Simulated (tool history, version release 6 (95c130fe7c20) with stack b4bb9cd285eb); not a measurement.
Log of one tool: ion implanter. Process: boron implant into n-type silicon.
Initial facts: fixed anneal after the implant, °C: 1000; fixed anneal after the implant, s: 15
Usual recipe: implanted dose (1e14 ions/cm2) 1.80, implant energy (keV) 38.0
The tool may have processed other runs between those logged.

| run | day | implanted dose (1e14 ions/cm2) | implant energy (keV) | read-back reference wafer on the same gauge, sheet resistance | sheet resistance of the implanted and annealed layer (ohm/square) |
|---|---|---|---|---|---|
| 1 | 0.000 | 1.80 | 38.0 | 499.04 | 508.90 |
| 2 | 0.500 | 1.80 | 38.0 | 499.05 | 507.36 |
| 3 | 0.954 | 1.50 | 29.5 | 498.98 | 603.67 |
| 4 | 1.550 | 1.50 | 29.5 | 498.94 | 604.36 |
|  | 2.129 | extraction supply calibrated |
| 5 | 2.150 | 1.80 | 38.0 | 498.69 | 509.45 |
| 6 | 2.467 | 1.80 | 38.0 | 499.02 | 506.03 |
| 7 | 2.929 | 1.80 | 38.0 | 498.69 | 508.58 |
| 8 | 3.262 | 1.45 | 38.0 | 499.04 | 594.09 |
| 9 | 3.725 | 1.39 | 38.0 | 499.00 | 610.74 |
| 10 | 4.408 | 1.92 | 38.0 | 499.03 | 483.30 |
| 11 | 4.662 | 1.80 | 38.0 | 499.47 | 507.83 |
| 12 | 4.967 | 1.80 | 38.0 | 498.98 | 507.88 |
| 13 | 5.650 | 1.80 | 32.5 | 498.99 | 519.28 |
| 14 | 6.354 | 1.41 | 26.0 | 499.22 | 645.82 |
|  | 7.254 | Faraday cup replaced and dose calibrated |
| 15 | 7.421 | 1.49 | 38.0 | 498.88 | 562.37 |
| 16 | 7.788 | 2.20 | 44.0 | 498.84 | 416.25 |
| 17 | 8.517 | 1.80 | 38.0 | 498.97 | 492.51 |
| 18 | 8.879 | 1.94 | 32.5 | 498.90 | 475.63 |
| 19 | 9.550 | 1.55 | 38.0 | 499.41 | 547.20 |
| 20 | 9.825 | 1.98 | 38.0 | 498.87 | 459.71 |
| 21 | 10.125 | 1.80 | 38.0 | 498.75 | 493.20 |
| 22 | 10.725 | 1.26 | 43.5 | 499.00 | 619.46 |
|  | 10.812 | gauge calibrated |
| 23 | 11.262 | 2.29 | 47.0 | 498.88 | 401.00 |
| 24 | 11.942 | 1.80 | 42.5 | 499.50 | 485.39 |
| 25 | 12.638 | 1.55 | 38.0 | 499.02 | 550.33 |
| 26 | 13.362 | 1.80 | 43.5 | 498.53 | 483.81 |
| 27 | 13.929 | 1.80 | 38.0 | 499.19 | 494.49 |
| 28 | 14.558 | 1.58 | 46.5 | 498.83 | 525.22 |
| 29 | 14.888 | 1.80 | 38.0 | 499.23 | 495.43 |
| 30 | 15.158 | 2.21 | 26.0 | 499.03 | 447.03 |
| 31 | 15.579 | 2.24 | 24.5 | 499.13 | 447.19 |
| 32 | 15.904 | 1.80 | 38.0 | 499.09 | 494.53 |
| 33 | 16.217 | 2.28 | 47.0 | 498.82 | 406.41 |
| 34 | 16.883 | 2.00 | 38.0 | 498.86 | 457.81 |
| 35 | 17.212 | 1.80 | 31.5 | 498.88 | 509.74 |
| 36 | 17.479 | 1.94 | 34.5 | 499.08 | 476.71 |
| 37 | 17.967 | 2.08 | 44.0 | 499.02 | 438.33 |

4 ways to go on from here, each from the tool as it stands after run 37. What would each give?
| A | 17.983 | 1.80 | 38.0 | ? | ? |
| B | 17.983 | 2.27 | 38.0 | ? | ? |
| C | 17.983 | 1.27 | 29.5 | ? | ? |
| D | 17.983 | 1.63 | 45.0 | ? | ? |

| run | read-back reference wafer on the same gauge, sheet resistance | sheet resistance of the implanted and annealed layer (ohm/square) |
|---|---|---|
| A | 498.56 | 498.59 |
| B | 498.56 | 420.97 |
| C | 498.56 | 670.31 |
| D | 498.56 | 520.67 |
The same runs, with their run-to-run variation unchanged, on a tool lacking any hidden condition would have given:
| run | sheet resistance of the implanted and annealed layer (ohm/square) |
|---|---|
| A | 492.41 |
| B | 415.64 |
| C | 661.90 |
| D | 514.39 |
